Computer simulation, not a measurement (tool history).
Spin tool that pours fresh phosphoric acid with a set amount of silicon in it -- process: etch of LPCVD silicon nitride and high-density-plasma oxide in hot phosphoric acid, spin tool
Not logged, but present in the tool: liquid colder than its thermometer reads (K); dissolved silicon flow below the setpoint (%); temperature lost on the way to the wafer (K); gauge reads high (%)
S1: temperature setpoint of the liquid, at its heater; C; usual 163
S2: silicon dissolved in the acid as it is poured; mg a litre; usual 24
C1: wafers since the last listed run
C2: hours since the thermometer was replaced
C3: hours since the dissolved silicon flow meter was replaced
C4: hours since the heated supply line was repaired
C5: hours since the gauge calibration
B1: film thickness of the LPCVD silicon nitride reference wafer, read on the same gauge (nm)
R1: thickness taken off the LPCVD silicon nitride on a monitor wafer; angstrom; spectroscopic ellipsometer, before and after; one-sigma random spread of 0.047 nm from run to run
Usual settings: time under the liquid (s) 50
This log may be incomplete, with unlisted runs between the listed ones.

run 1 hour=0 | S1=163 S2=29 time_under_the_liquid_(s)=50 | C1=0 C2=420.7 C3=2288.6 C4=62.4 C5=232.2 | B1=60.007 | R1=48.14
run 2 hour=10.7 | S1=163 S2=24 time_under_the_liquid_(s)=50 | C1=153 C2=431.4 C3=2299.3 C4=73.1 C5=242.9 | B1=59.989 | R1=48.21
run 3 hour=22 | S1=163 S2=29 time_under_the_liquid_(s)=50 | C1=162 C2=442.7 C3=2310.6 C4=84.4 C5=254.2 | B1=60.004 | R1=48.57
run 4 hour=39.9 | S1=163 S2=24 time_under_the_liquid_(s)=40 | C1=256 C2=460.6 C3=2328.5 C4=102.3 C5=272.1 | B1=60.01 | R1=38.83
run 5 hour=52.2 | S1=163 S2=11 time_under_the_liquid_(s)=40 | C1=176 C2=472.9 C3=2340.8 C4=114.6 C5=284.4 | B1=59.99 | R1=38.32
run 6 hour=68.5 | S1=163 S2=37.5 time_under_the_liquid_(s)=50 | C1=233 C2=489.2 C3=2357.1 C4=130.9 C5=300.7 | B1=60.012 | R1=48.34
run 7 hour=81.3 | S1=160.5 S2=24 time_under_the_liquid_(s)=70 | C1=183 C2=502 C3=2369.9 C4=143.7 C5=313.5 | B1=60.034 | R1=60.83
run 8 hour=91.4 | S1=163 S2=24 time_under_the_liquid_(s)=50 | C1=144 C2=512.1 C3=2380 C4=153.8 C5=323.6 | B1=60.02 | R1=47.78
-- hour=117.4 thermometer replaced
run 9 hour=125.7 | S1=164 S2=5.5 time_under_the_liquid_(s)=80 | C1=477 C2=8.3 C3=2414.3 C4=188.1 C5=357.9 | B1=60.006 | R1=85.03
-- hour=137.4 gauge calibrated
run 10 hour=142.1 | S1=163 S2=8 time_under_the_liquid_(s)=80 | C1=235 C2=24.7 C3=2430.7 C4=204.5 C5=4.7 | B1=59.974 | R1=81.86
-- hour=150.5 dissolved silicon flow meter replaced
run 11 hour=151 | S1=160.5 S2=32 time_under_the_liquid_(s)=65 | C1=113 C2=33.6 C3=0.5 C4=213.4 C5=13.6 | B1=59.972 | R1=61.79
run 12 hour=160.3 | S1=165 S2=11.5 time_under_the_liquid_(s)=75 | C1=133 C2=42.9 C3=9.8 C4=222.7 C5=22.9 | B1=59.999 | R1=80.71
run 13 hour=174.9 | S1=163 S2=24 time_under_the_liquid_(s)=50 | C1=209 C2=57.5 C3=24.4 C4=237.3 C5=37.5 | B1=59.993 | R1=50.41
run 14 hour=187 | S1=163 S2=24 time_under_the_liquid_(s)=50 | C1=173 C2=69.6 C3=36.5 C4=249.4 C5=49.6 | B1=60.021 | R1=51.1
run 15 hour=195.8 | S1=164.5 S2=24 time_under_the_liquid_(s)=80 | C1=126 C2=78.4 C3=45.3 C4=258.2 C5=58.4 | B1=59.987 | R1=85.16
run 16 hour=204.2 | S1=163 S2=24 time_under_the_liquid_(s)=30 | C1=120 C2=86.8 C3=53.7 C4=266.6 C5=66.8 | B1=59.983 | R1=30.48
run 17 hour=221.1 | S1=164.5 S2=24 time_under_the_liquid_(s)=50 | C1=242 C2=103.7 C3=70.6 C4=283.5 C5=83.7 | B1=60.012 | R1=53.26
run 18 hour=232.2 | S1=163 S2=14 time_under_the_liquid_(s)=50 | C1=159 C2=114.8 C3=81.7 C4=294.6 C5=94.8 | B1=59.956 | R1=50.85
run 19 hour=240.9 | S1=163 S2=41.5 time_under_the_liquid_(s)=60 | C1=124 C2=123.5 C3=90.4 C4=303.3 C5=103.5 | B1=60.003 | R1=59.76
run 20 hour=253.6 | S1=163 S2=13.5 time_under_the_liquid_(s)=50 | C1=182 C2=136.2 C3=103.1 C4=316 C5=116.2 | B1=60.017 | R1=50.45

5 options for the next run, each taken on its own from the tool as it stands now. Forecast them:
run A hour=254 | S1=163 S2=24 time_under_the_liquid_(s)=50 | C1=5 C2=136.6 C3=103.5 C4=316.4 C5=116.6 | B1=? | R1=?
run B hour=254 | S1=163 S2=24 time_under_the_liquid_(s)=65 | C1=5 C2=136.6 C3=103.5 C4=316.4 C5=116.6 | B1=? | R1=?
run C hour=254 | S1=163 S2=24 time_under_the_liquid_(s)=80 | C1=5 C2=136.6 C3=103.5 C4=316.4 C5=116.6 | B1=? | R1=?
run D hour=254 | S1=163 S2=24 time_under_the_liquid_(s)=75 | C1=5 C2=136.6 C3=103.5 C4=316.4 C5=116.6 | B1=? | R1=?
run E hour=254 | S1=161 S2=24 time_under_the_liquid_(s)=50 | C1=5 C2=136.6 C3=103.5 C4=316.4 C5=116.6 | B1=? | R1=?

run=A B1=59.995 R1=50.34
run=B B1=59.995 R1=65.44
run=C B1=59.995 R1=80.55
run=D B1=59.995 R1=75.51
run=E B1=59.995 R1=47.09
Had the tool no hidden state, the same runs would have come out as:
run=A R1=51.35
run=B R1=66.76
run=C R1=82.17
run=D R1=77.03
run=E R1=48.05
